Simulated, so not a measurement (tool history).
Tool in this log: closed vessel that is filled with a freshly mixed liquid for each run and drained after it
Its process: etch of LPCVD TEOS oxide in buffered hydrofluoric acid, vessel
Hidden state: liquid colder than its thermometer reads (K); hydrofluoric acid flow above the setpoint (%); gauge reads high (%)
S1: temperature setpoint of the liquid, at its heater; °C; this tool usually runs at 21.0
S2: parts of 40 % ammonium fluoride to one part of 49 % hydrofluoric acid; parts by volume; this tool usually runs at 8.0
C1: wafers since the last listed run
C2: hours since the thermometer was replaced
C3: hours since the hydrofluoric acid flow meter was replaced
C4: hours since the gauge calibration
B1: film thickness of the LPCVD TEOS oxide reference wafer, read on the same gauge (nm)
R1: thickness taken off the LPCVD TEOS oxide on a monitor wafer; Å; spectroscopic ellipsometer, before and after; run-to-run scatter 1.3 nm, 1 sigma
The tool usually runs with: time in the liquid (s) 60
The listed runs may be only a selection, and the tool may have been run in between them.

Run 1, hour 0.0: usual settings; C1 0; C2 1577.6; C3 514.3; C4 918.0; B1 48.35. Result: R1 1619.2 Å.
Run 2, hour 58.2: usual settings; C1 6723; C2 1635.8; C3 572.5; C4 976.2; B1 48.27. Result: R1 1600.4 Å.
Run 3, hour 108.6: usual settings; C1 5822; C2 1686.2; C3 622.9; C4 1026.6; B1 48.19. Result: R1 1607.0 Å.
Run 4, hour 300.4: usual settings; C1 22158; C2 1878.0; C3 814.7; C4 1218.4; B1 47.89. Result: R1 1585.2 Å.
Run 5, hour 349.6: usual settings; C1 5684; C2 1927.2; C3 863.9; C4 1267.6; B1 47.82. Result: R1 1595.3 Å.
Run 6, hour 394.3: usual settings; C1 5164; C2 1971.9; C3 908.6; C4 1312.3; B1 47.75. Result: R1 1576.2 Å.
Run 7, hour 421.5: usual settings; C1 3142; C2 1999.1; C3 935.8; C4 1339.5; B1 47.70. Result: R1 1591.5 Å.
At hour 440.6: gauge calibrated.
Run 8, hour 467.6: usual settings but time in the liquid (s) 80; C1 5325; C2 2045.2; C3 981.9; C4 27.0; B1 49.71. Result: R1 2221.0 Å.
Run 9, hour 502.4: usual settings but time in the liquid (s) 80; C1 4020; C2 2080.0; C3 1016.7; C4 61.8; B1 49.67. Result: R1 2209.1 Å.
Run 10, hour 529.2: usual settings but time in the liquid (s) 80; C1 3096; C2 2106.8; C3 1043.5; C4 88.6; B1 49.61. Result: R1 2198.7 Å.
Run 11, hour 582.2: usual settings but S1 24.5 °C; C1 6123; C2 2159.8; C3 1096.5; C4 141.6; B1 49.49. Result: R1 2017.1 Å.
Run 12, hour 653.0: usual settings; C1 8179; C2 2230.6; C3 1167.3; C4 212.4; B1 49.41. Result: R1 1656.6 Å.
At hour 672.7: thermometer replaced.
Run 13, hour 710.1: usual settings but S1 19.0 °C, time in the liquid (s) 80; C1 6481; C2 37.4; C3 1224.4; C4 269.5; B1 49.29. Result: R1 1959.8 Å.
Run 14, hour 743.7: usual settings; C1 3881; C2 71.0; C3 1258.0; C4 303.1; B1 49.29. Result: R1 1646.1 Å.
Run 15, hour 800.1: usual settings; C1 6515; C2 127.4; C3 1314.4; C4 359.5; B1 49.15. Result: R1 1637.3 Å.
At hour 848.1: hydrofluoric acid flow meter replaced.
Run 16, hour 867.8: usual settings but S1 22.5 °C; C1 7705; C2 195.1; C3 19.7; C4 427.2; B1 49.08. Result: R1 1775.9 Å.
Run 17, hour 922.1: usual settings but S1 23.5 °C, S2 5.0 parts by volume; C1 6273; C2 249.4; C3 74.0; C4 481.5; B1 49.00. Result: R1 2893.0 Å.
Run 18, hour 966.8: usual settings but S1 17.5 °C, S2 10.5 parts by volume; C1 5164; C2 294.1; C3 118.7; C4 526.2; B1 48.93. Result: R1 1049.1 Å.
Run 19, hour 1001.8: usual settings but time in the liquid (s) 35; C1 4043; C2 329.1; C3 153.7; C4 561.2; B1 48.89. Result: R1 959.0 Å.
Run 20, hour 1065.0: usual settings but S1 17.5 °C, S2 10.0 parts by volume, time in the liquid (s) 40; C1 7301; C2 392.3; C3 216.9; C4 624.4; B1 48.74. Result: R1 740.7 Å.
Run 21, hour 1100.2: usual settings; C1 4066; C2 427.5; C3 252.1; C4 659.6; B1 48.76. Result: R1 1634.6 Å.
Run 22, hour 1159.4: usual settings but S1 24.0 °C; C1 6839; C2 486.7; C3 311.3; C4 718.8; B1 48.63. Result: R1 1930.2 Å.
Run 23, hour 1186.7: usual settings but time in the liquid (s) 30; C1 3153; C2 514.0; C3 338.6; C4 746.1; B1 48.61. Result: R1 818.4 Å.

Each row is a separate what-if for the run after 23, all from the same tool condition, not one after another. Results?
Run A, hour 1187.4: usual settings; C1 80; C2 514.7; C3 339.3; C4 746.8; B1 ?. Result: R1 ?.
Run B, hour 1187.4: usual settings but S1 24.0 °C, S2 7.0 parts by volume, time in the liquid (s) 50; C1 80; C2 514.7; C3 339.3; C4 746.8; B1 ?. Result: R1 ?.
Run C, hour 1187.4: usual settings but S1 25.5 °C, S2 6.5 parts by volume, time in the liquid (s) 70; C1 80; C2 514.7; C3 339.3; C4 746.8; B1 ?. Result: R1 ?.
Run D, hour 1187.4: usual settings but S1 17.0 °C; C1 80; C2 514.7; C3 339.3; C4 746.8; B1 ?. Result: R1 ?.
Run E, hour 1187.4: usual settings but S1 18.5 °C, S2 6.5 parts by volume; C1 80; C2 514.7; C3 339.3; C4 746.8; B1 ?. Result: R1 ?.

run     B1      R1
  A  48.61  1618.7
  B  48.61  1837.8
  C  48.61  2976.1
  D  48.61  1292.2
  E  48.61  1733.8
With the hidden condition removed and each run's random variation left untouched, the same runs would have given:
run      R1
  A  1665.6
  B  1891.0
  C  3062.3
  D  1329.6
  E  1784.0

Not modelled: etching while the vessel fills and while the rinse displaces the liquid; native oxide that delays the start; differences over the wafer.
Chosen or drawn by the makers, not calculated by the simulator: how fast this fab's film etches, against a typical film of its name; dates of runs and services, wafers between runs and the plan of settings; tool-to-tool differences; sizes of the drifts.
